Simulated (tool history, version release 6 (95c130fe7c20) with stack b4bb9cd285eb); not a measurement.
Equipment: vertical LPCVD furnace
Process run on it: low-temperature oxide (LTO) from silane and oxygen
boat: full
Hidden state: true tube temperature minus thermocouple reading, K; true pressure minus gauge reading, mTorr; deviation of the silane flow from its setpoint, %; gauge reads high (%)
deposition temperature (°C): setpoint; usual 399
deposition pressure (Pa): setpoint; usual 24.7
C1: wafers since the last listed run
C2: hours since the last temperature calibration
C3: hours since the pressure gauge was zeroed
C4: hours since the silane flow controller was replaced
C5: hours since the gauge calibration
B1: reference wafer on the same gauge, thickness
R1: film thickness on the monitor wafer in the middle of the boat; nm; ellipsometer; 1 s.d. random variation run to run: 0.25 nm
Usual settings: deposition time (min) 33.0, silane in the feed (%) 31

run 1 hour=0.0 | deposition_temperature_(°C)=399 deposition_pressure_(Pa)=21.3 deposition_time_(min)=33.0 silane_in_the_feed_(%)=31 | C1=0 C2=4629.1 C3=4244.4 C4=4036.4 C5=261.6 | B1=185.03 | R1=141.63
run 2 hour=13.9 | deposition_temperature_(°C)=399 deposition_pressure_(Pa)=24.7 deposition_time_(min)=33.0 silane_in_the_feed_(%)=31 | C1=230 C2=4643.0 C3=4258.3 C4=4050.3 C5=275.5 | B1=185.01 | R1=163.63
run 3 hour=34.5 | deposition_temperature_(°C)=399 deposition_pressure_(Pa)=24.7 deposition_time_(min)=33.0 silane_in_the_feed_(%)=31 | C1=341 C2=4663.6 C3=4278.9 C4=4070.9 C5=296.1 | B1=185.05 | R1=163.86
run 4 hour=46.9 | deposition_temperature_(°C)=399 deposition_pressure_(Pa)=24.7 deposition_time_(min)=33.0 silane_in_the_feed_(%)=31 | C1=205 C2=4676.0 C3=4291.3 C4=4083.3 C5=308.5 | B1=184.97 | R1=163.55
run 5 hour=77.6 | deposition_temperature_(°C)=399 deposition_pressure_(Pa)=24.7 deposition_time_(min)=33.0 silane_in_the_feed_(%)=31 | C1=508 C2=4706.7 C3=4322.0 C4=4114.0 C5=339.2 | B1=184.93 | R1=163.48
run 6 hour=105.3 | deposition_temperature_(°C)=399 deposition_pressure_(Pa)=24.7 deposition_time_(min)=33.0 silane_in_the_feed_(%)=31 | C1=458 C2=4734.4 C3=4349.7 C4=4141.7 C5=366.9 | B1=185.07 | R1=163.27
run 7 hour=124.7 | deposition_temperature_(°C)=399 deposition_pressure_(Pa)=24.7 deposition_time_(min)=33.0 silane_in_the_feed_(%)=31 | C1=321 C2=4753.8 C3=4369.1 C4=4161.1 C5=386.3 | B1=184.91 | R1=163.52
run 8 hour=140.7 | deposition_temperature_(°C)=399 deposition_pressure_(Pa)=24.7 deposition_time_(min)=33.0 silane_in_the_feed_(%)=31 | C1=265 C2=4769.8 C3=4385.1 C4=4177.1 C5=402.3 | B1=185.03 | R1=163.12
run 9 hour=170.8 | deposition_temperature_(°C)=399 deposition_pressure_(Pa)=24.7 deposition_time_(min)=39.0 silane_in_the_feed_(%)=31 | C1=498 C2=4799.9 C3=4415.2 C4=4207.2 C5=432.4 | B1=184.95 | R1=192.66
-- hour=180.3 gauge calibrated
run 10 hour=193.9 | deposition_temperature_(°C)=399 deposition_pressure_(Pa)=20.7 deposition_time_(min)=45.5 silane_in_the_feed_(%)=31 | C1=382 C2=4823.0 C3=4438.3 C4=4230.3 C5=13.6 | B1=185.07 | R1=188.30
-- hour=220.0 thermocouples replaced and temperature profile calibrated
run 11 hour=227.6 | deposition_temperature_(°C)=399 deposition_pressure_(Pa)=22.7 deposition_time_(min)=33.0 silane_in_the_feed_(%)=31 | C1=160 C2=7.6 C3=4472.0 C4=4264.0 C5=47.3 | B1=184.95 | R1=142.44

Run 12 comes next. What will it give?
run 12 hour=261.9 | deposition_temperature_(°C)=399 deposition_pressure_(Pa)=24.7 deposition_time_(min)=33.0 silane_in_the_feed_(%)=29 | C1=568 C2=41.9 C3=4506.3 C4=4298.3 C5=81.6 | B1=? | R1=?

B1: 184.94
R1: 140.49 nm
With no hidden state in the tool, this same run would have given R1 150.65 nm.
